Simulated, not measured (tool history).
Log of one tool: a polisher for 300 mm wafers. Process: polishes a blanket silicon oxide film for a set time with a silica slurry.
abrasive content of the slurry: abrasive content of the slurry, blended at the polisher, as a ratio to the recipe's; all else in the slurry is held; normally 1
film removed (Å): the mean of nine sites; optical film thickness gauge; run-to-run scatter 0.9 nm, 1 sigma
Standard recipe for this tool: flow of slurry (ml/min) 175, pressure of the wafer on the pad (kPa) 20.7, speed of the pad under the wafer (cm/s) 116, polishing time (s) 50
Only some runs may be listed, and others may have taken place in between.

run,hour,flow of slurry (ml/min),pressure of the wafer on the pad (kPa),speed of the pad under the wafer (cm/s),abrasive content of the slurry,polishing time (s),wafers since the last listed run,wafers polished on this pad,hours since the slurry nozzle was cleaned,hours since the head pressure was calibrated,hours since the slurry blender was calibrated,hours since the conditioning disc was replaced,"incoming thickness of the incoming film, nm",film removed (Å)
1,0,175,16.5,116,1,50,0,1388,35.8,1020.7,22.9,257.3,1063.3,811
2,30.7,175,16.5,116,1,50,310,1699,66.5,1051.4,53.6,288,1075.7,782
3,43.4,175,20.7,116,1,50,128,1827,79.2,1064.1,66.3,300.7,1057.2,953
4,69.9,215,20.7,116,1,50,267,2095,105.7,1090.6,92.8,327.2,1072.1,959
5,87,175,20.7,116,1.15,50,172,2268,122.8,1107.7,109.9,344.3,1062.7,952
# hour 99.8: worn pad replaced by a new one
6,107.5,175,20.7,116,1.1,50,166,77,143.3,1128.2,130.4,364.8,1055,1026
7,123.3,175,20.7,116,1,50,159,237,159.1,1144,146.2,380.6,1037.2,1000
8,142.1,145,24.1,116,1,66,190,427,177.9,1162.8,165,399.4,1067.5,1451
# hour 196: slurry blender recalibrated
# hour 226.6: head pressure recalibrated
9,244,175,20.7,116,1,50,989,1417,279.8,17.4,48,501.3,1072,947
10,266.5,225,20.7,116,1,50,227,1644,302.3,39.9,70.5,523.8,1043.3,976
# hour 330.7: worn pad replaced by a new one
11,370.9,175,16.5,116,1,50,1015,406,406.7,144.3,174.9,628.2,1048,814
12,387,175,20.7,116,1,50,162,569,422.8,160.4,191,644.3,1039.5,974
# hour 397.1: conditioning disc replaced and pad reconditioned
13,422,175,20.7,116,1,56,333,903,457.8,195.4,226,24.9,1039.5,1105
14,438.4,175,22.8,116,1,50,165,1069,474.2,211.8,242.4,41.3,1058.3,1029
# hour 462.5: slurry blender recalibrated
# hour 472.2: slurry nozzle cleaned
15,473,175,13.8,116,1.3,44,319,1388,0.8,246.4,10.5,75.9,1080.3,654
16,495.5,175,20.7,116,1,43,227,1616,23.3,268.9,33,98.4,1060.5,811
17,517.7,175,24.1,116,1,50,224,1840,45.5,291.1,55.2,120.6,1057.6,1050
18,545,175,20.7,86,0.75,50,276,2116,72.8,318.4,82.5,147.9,1062.7,710
19,559.5,190,20.7,136,1,67,146,2263,87.3,332.9,97,162.4,1051.5,1370
20,584.6,145,24.1,116,1,66,253,2517,112.4,358,122.1,187.5,1041.6,1281
# hour 601.6: worn pad replaced by a new one
21,604.6,175,20.7,116,1,50,161,29,132.4,378,142.1,207.5,1036.9,990
22,622.3,175,20.7,116,1,50,178,208,150.1,395.7,159.8,225.2,1054.9,987

Predict the results of run 23:
23,644,195,17.2,128,1,33,219,428,171.8,417.4,181.5,246.9,1079.3,?

film removed (Å): 609
With the hidden condition absent and the run-to-run variation left alone, this run would have shown film removed (Å) 612.
